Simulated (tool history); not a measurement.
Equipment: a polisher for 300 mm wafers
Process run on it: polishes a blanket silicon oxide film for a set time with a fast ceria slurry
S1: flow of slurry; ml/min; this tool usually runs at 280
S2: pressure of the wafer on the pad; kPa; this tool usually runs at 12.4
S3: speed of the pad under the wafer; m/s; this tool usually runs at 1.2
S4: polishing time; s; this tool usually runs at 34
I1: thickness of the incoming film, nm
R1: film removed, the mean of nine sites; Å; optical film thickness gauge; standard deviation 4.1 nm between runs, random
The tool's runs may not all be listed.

Run 1, hour 0: usual settings but S3 1.5 m/s; I1 1507.6. Result: R1 5337 Å.
Run 2, hour 15: usual settings but S3 1.5 m/s; I1 1508.6. Result: R1 5215 Å.
Run 3, hour 29.9: usual settings; I1 1506.2. Result: R1 4216 Å.
Run 4, hour 37.9: usual settings; I1 1484.2. Result: R1 4200 Å.
Run 5, hour 54.6: usual settings but S2 14.5 kPa, S3 1.38 m/s; I1 1510.5. Result: R1 5692 Å.
Run 6, hour 71.7: usual settings but S2 14.5 kPa, S3 1.38 m/s; I1 1520.1. Result: R1 5606 Å.
At hour 80.6: worn pad replaced by a new one.
Run 7, hour 85.2: usual settings but S4 25 s; I1 1523.6. Result: R1 3054 Å.
Run 8, hour 98.8: usual settings but S4 25 s; I1 1538.4. Result: R1 3069 Å.
Run 9, hour 109.3: usual settings; I1 1520.8. Result: R1 4160 Å.
Run 10, hour 129.7: usual settings; I1 1505.9. Result: R1 4165 Å.
Run 11, hour 141: usual settings but S2 14.5 kPa, S3 1.38 m/s; I1 1495.4. Result: R1 5613 Å.
At hour 145.6: slurry nozzle cleaned.
Run 12, hour 152.7: usual settings but S3 1.5 m/s; I1 1509.1. Result: R1 5598 Å.
At hour 169.5: worn pad replaced by a new one.
Run 13, hour 170.2: usual settings but S1 320 ml/min, S2 11 kPa, S3 0.96 m/s; I1 1522. Result: R1 3242 Å.
Run 14, hour 183.7: usual settings but S1 375 ml/min, S2 16.5 kPa; I1 1503.7. Result: R1 6045 Å.

Estimate the outcome of run 15 from the log above:
At hour 190.6: head pressure recalibrated.
Run 15, hour 199.8: usual settings but S1 350 ml/min, S2 16.5 kPa, S3 0.86 m/s; I1 1510.6. Result: R1 ?.

R1: 4336 Å
The same run, on a tool lacking any hidden state, would have yielded R1 4405 Å.

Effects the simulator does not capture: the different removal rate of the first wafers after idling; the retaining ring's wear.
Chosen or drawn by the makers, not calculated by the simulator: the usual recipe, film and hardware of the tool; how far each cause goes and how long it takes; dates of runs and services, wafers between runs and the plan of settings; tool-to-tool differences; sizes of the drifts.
